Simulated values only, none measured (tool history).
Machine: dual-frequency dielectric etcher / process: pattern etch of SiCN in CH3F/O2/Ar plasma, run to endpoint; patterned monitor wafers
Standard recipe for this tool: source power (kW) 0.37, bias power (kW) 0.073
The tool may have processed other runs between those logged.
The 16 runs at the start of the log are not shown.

run,hour,source power (kW),bias power (kW),wafers since the last listed run,hours since the last wet clean,hours since the last source power generator calibration,hours since the last bias power generator calibration,hours since the last upper electrode change,"incoming incoming film thickness, nm",endpoint time (s)
17,199.8,0.37,0.073,237,78.8,2189.8,5111.2,22.9,9.11,25.2
# hour 242.6: source power generator calibrated
18,243.1,0.37,0.064,554,122.1,0.5,5154.5,66.2,9.11,26.6
19,254.9,0.45,0.08,166,133.9,12.3,5166.3,78,9.18,23.5
20,261.7,0.31,0.091,95,140.7,19.1,5173.1,84.8,9.02,24.8
21,271.1,0.29,0.073,132,150.1,28.5,5182.5,94.2,9.18,27.9
22,288.6,0.34,0.058,247,167.6,46,5200,111.7,9.14,28.5
# hour 301.8: bias power generator calibrated
23,304.3,0.37,0.073,165,183.3,61.7,2.5,127.4,9.08,25.5
24,314,0.37,0.061,136,193,71.4,12.2,137.1,9.19,26.9
25,328.9,0.44,0.085,210,207.9,86.3,27.1,152,9.05,23.1
26,340.2,0.44,0.088,159,219.2,97.6,38.4,163.3,9.11,22.7
27,352.8,0.37,0.073,177,231.8,110.2,51,175.9,9.17,25.9
28,365.6,0.42,0.082,180,244.6,123,63.8,188.7,9.03,23.6
29,371.9,0.29,0.086,88,250.9,129.3,70.1,195,9.06,26.1
30,378.1,0.35,0.091,87,257.1,135.5,76.3,201.2,9.05,24.3
31,393.5,0.34,0.088,217,272.5,150.9,91.7,216.6,9.12,24.6
32,403,0.32,0.073,134,282,160.4,101.2,226.1,9.14,27.3

What if the next run were any one of these 5? Each begins from the tool's condition after run 32:
A,403.4,0.37,0.066,5,282.4,160.8,101.6,226.5,9.12,?
B,403.4,0.37,0.058,5,282.4,160.8,101.6,226.5,9.12,?
C,403.4,0.45,0.079,5,282.4,160.8,101.6,226.5,9.12,?
D,403.4,0.4,0.08,5,282.4,160.8,101.6,226.5,9.12,?
E,403.4,0.41,0.061,5,282.4,160.8,101.6,226.5,9.12,?

run,endpoint time (s)
A,27
B,28.1
C,23.9
D,24.7
E,26.7
Without the tool's unlogged condition, the same runs would have read:
run,endpoint time (s)
A,26.1
B,27.1
C,23.1
D,23.9
E,25.8

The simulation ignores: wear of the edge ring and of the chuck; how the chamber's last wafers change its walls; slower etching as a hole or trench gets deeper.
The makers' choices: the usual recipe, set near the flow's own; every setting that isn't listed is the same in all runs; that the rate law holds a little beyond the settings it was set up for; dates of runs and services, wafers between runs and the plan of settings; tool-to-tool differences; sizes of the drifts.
